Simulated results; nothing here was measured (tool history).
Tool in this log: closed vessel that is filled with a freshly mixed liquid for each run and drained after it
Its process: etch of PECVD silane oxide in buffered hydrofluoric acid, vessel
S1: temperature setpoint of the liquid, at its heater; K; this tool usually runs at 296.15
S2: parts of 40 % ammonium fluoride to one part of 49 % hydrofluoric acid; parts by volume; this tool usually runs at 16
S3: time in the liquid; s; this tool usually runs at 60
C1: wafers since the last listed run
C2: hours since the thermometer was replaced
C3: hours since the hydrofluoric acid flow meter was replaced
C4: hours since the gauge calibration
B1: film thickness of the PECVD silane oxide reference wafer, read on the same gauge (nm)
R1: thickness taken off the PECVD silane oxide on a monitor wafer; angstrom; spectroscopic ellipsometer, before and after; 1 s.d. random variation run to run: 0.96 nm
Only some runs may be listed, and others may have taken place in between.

run 1 hour=0 | S1=296.15 S2=16 S3=60 | C1=0 C2=462.4 C3=522.6 C4=527.5 | B1=30.06 | R1=1145
-- hour=56.3 thermometer replaced
run 2 hour=57.8 | S1=296.15 S2=16 S3=60 | C1=4693 C2=1.5 C3=580.4 C4=585.3 | B1=29.99 | R1=1171.1
run 3 hour=83 | S1=296.15 S2=16 S3=60 | C1=2082 C2=26.7 C3=605.6 C4=610.5 | B1=29.98 | R1=1196.2
run 4 hour=126.6 | S1=296.15 S2=16 S3=70 | C1=3602 C2=70.3 C3=649.2 C4=654.1 | B1=30 | R1=1360.2
run 5 hour=203.7 | S1=293.15 S2=16 S3=60 | C1=6370 C2=147.4 C3=726.3 C4=731.2 | B1=30 | R1=983.3
run 6 hour=228.9 | S1=293.15 S2=16 S3=60 | C1=2082 C2=172.6 C3=751.5 C4=756.4 | B1=30.05 | R1=972.9
run 7 hour=271.3 | S1=296.15 S2=16 S3=60 | C1=3503 C2=215 C3=793.9 C4=798.8 | B1=30.01 | R1=1155.3
-- hour=272 gauge calibrated
run 8 hour=340.4 | S1=296.15 S2=16 S3=60 | C1=5709 C2=284.1 C3=863 C4=68.4 | B1=29.99 | R1=1161.1
run 9 hour=398.9 | S1=300.15 S2=21 S3=30 | C1=4833 C2=342.6 C3=921.5 C4=126.9 | B1=30.02 | R1=549.2
-- hour=461.5 hydrofluoric acid flow meter replaced
run 10 hour=463.9 | S1=298.15 S2=16 S3=80 | C1=5288 C2=407.6 C3=2.4 C4=191.9 | B1=30 | R1=1697.5
run 11 hour=500 | S1=296.15 S2=21.5 S3=75 | C1=2982 C2=443.7 C3=38.5 C4=228 | B1=29.98 | R1=1095.9
run 12 hour=562.7 | S1=296.15 S2=21 S3=60 | C1=5180 C2=506.4 C3=101.2 C4=290.7 | B1=30.05 | R1=881.2
run 13 hour=628 | S1=296.15 S2=16 S3=95 | C1=5395 C2=571.7 C3=166.5 C4=356 | B1=29.98 | R1=1795
-- hour=637 thermometer replaced
run 14 hour=692.6 | S1=298.65 S2=16 S3=60 | C1=5254 C2=55.6 C3=231.1 C4=420.6 | B1=29.99 | R1=1354.2
run 15 hour=738.1 | S1=296.15 S2=16 S3=60 | C1=3759 C2=101.1 C3=276.6 C4=466.1 | B1=30.03 | R1=1172.1
run 16 hour=787.8 | S1=296.15 S2=16 S3=60 | C1=4106 C2=150.8 C3=326.3 C4=515.8 | B1=29.96 | R1=1164.4
run 17 hour=837.9 | S1=300.15 S2=16 S3=40 | C1=4139 C2=200.9 C3=376.4 C4=565.9 | B1=30.02 | R1=952.1

Branching from run 17: 5 alternative next runs. What would each branch give?
run A hour=838.6 | S1=296.15 S2=16 S3=50 | C1=57 C2=201.6 C3=377.1 C4=566.6 | B1=? | R1=?
run B hour=838.6 | S1=293.15 S2=16 S3=30 | C1=57 C2=201.6 C3=377.1 C4=566.6 | B1=? | R1=?
run C hour=838.6 | S1=296.15 S2=16 S3=75 | C1=57 C2=201.6 C3=377.1 C4=566.6 | B1=? | R1=?
run D hour=838.6 | S1=292.15 S2=16 S3=60 | C1=57 C2=201.6 C3=377.1 C4=566.6 | B1=? | R1=?
run E hour=838.6 | S1=296.15 S2=20.5 S3=60 | C1=57 C2=201.6 C3=377.1 C4=566.6 | B1=? | R1=?

run=A B1=30.02 R1=959
run=B B1=30.02 R1=487
run=C B1=30.02 R1=1438.6
run=D B1=30.02 R1=920.5
run=E B1=30.02 R1=908
Without the tool's unlogged condition, the same runs would have read:
run=A R1=974.5
run=B R1=494.9
run=C R1=1461.7
run=D R1=935.7
run=E R1=922.6

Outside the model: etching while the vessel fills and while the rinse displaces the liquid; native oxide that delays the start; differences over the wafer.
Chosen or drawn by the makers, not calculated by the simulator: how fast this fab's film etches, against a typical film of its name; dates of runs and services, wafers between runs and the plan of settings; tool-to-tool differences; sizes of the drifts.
